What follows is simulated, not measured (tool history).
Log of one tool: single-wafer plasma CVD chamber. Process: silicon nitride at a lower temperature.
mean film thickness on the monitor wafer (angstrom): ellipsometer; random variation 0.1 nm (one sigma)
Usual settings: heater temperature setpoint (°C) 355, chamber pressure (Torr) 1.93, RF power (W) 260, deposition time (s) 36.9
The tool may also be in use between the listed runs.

run,day,heater temperature setpoint (°C),chamber pressure (Torr),RF power (W),deposition time (s),"read-back reference wafer on the same gauge, thickness_nm",mean film thickness on the monitor wafer (angstrom)
1,0,355,1.93,260,36.9,34.503,409.17
2,0.846,355,1.93,260,36.9,34.488,406.05
3,1.95,355,1.93,260,36.9,34.511,409.57
4,2.879,355,1.93,260,36.9,34.519,406.59
5,4.112,355,1.93,260,36.9,34.495,408.82
6,5.15,355,1.93,260,36.9,34.518,409.35
7,6.246,355,1.93,260,36.9,34.497,408.2
# day 6.871: RF generator calibrated
8,7.479,355,1.93,260,36.9,34.496,396.01
# day 8.3: thermocouple changed; heater temperature recalibrated
# day 8.554: showerhead replaced
9,8.575,355,1.93,260,36.9,34.509,394.03
# day 9.496: RF generator calibrated, repeated, since the last time left the tool worse
10,9.517,355,1.93,260,36.9,34.508,428.98
11,10.583,355,1.93,260,36.9,34.507,427.74
12,11.217,355,1.93,245,36.9,34.516,404.85
13,12.508,349,2.07,275,39.6,34.503,490.42
# day 12.846: capacitance manometer re-zeroed and calibrated
# day 13.608: gauge calibrated
14,13.688,370,1.69,230,30.5,34.503,299.46
15,14.825,366,1.5,260,30.7,34.5,329.29
16,15.946,355,1.93,260,36.9,34.516,423.4
17,16.592,355,1.77,260,40.5,34.517,453.42
18,17.388,359,1.5,260,31.2,34.492,334.63
19,18.596,355,1.93,260,32.5,34.511,369.41
20,19.967,355,1.93,260,36.9,34.503,420.26
21,20.521,355,1.93,260,36.9,34.499,422.18
22,21.183,355,1.93,260,34,34.503,386.44

Some steps in mean film thickness on the monitor wafer (angstrom) between neighbouring runs. How much of each would the tool show without its hidden state too (settings, what came in, random variation), and how much is left for the hidden state, with any gauge scatter that isn't in both results?
The hidden state here: wafer temperature above the value expected at the setpoint (K); delivered RF power above the setpoint (%); true pressure above the setpoint (%); gauge reads high (%).
Run 7 -> 8: RF generator calibrated. mean film thickness on the monitor wafer (angstrom) -12.19: hidden state -12.08, all else -0.11.
Run 9 -> 10: RF generator calibrated, repeated, since the last time left the tool worse. mean film thickness on the monitor wafer (angstrom) +34.95: hidden state +34.48, all else +0.47.
Run 13 -> 14: heater temperature setpoint (°C) 349 -> 370, chamber pressure (Torr) 2.07 -> 1.69, RF power (W) 275 -> 230, deposition time (s) 39.6 -> 30.5, capacitance manometer re-zeroed and calibrated, gauge calibrated. mean film thickness on the monitor wafer (angstrom) -190.96: hidden state +0.8, all else -191.76.
Run 17 -> 18: heater temperature setpoint (°C) 355 -> 359, chamber pressure (Torr) 1.77 -> 1.5, deposition time (s) 40.5 -> 31.2. mean film thickness on the monitor wafer (angstrom) -118.79: hidden state +1.64, all else -120.43.
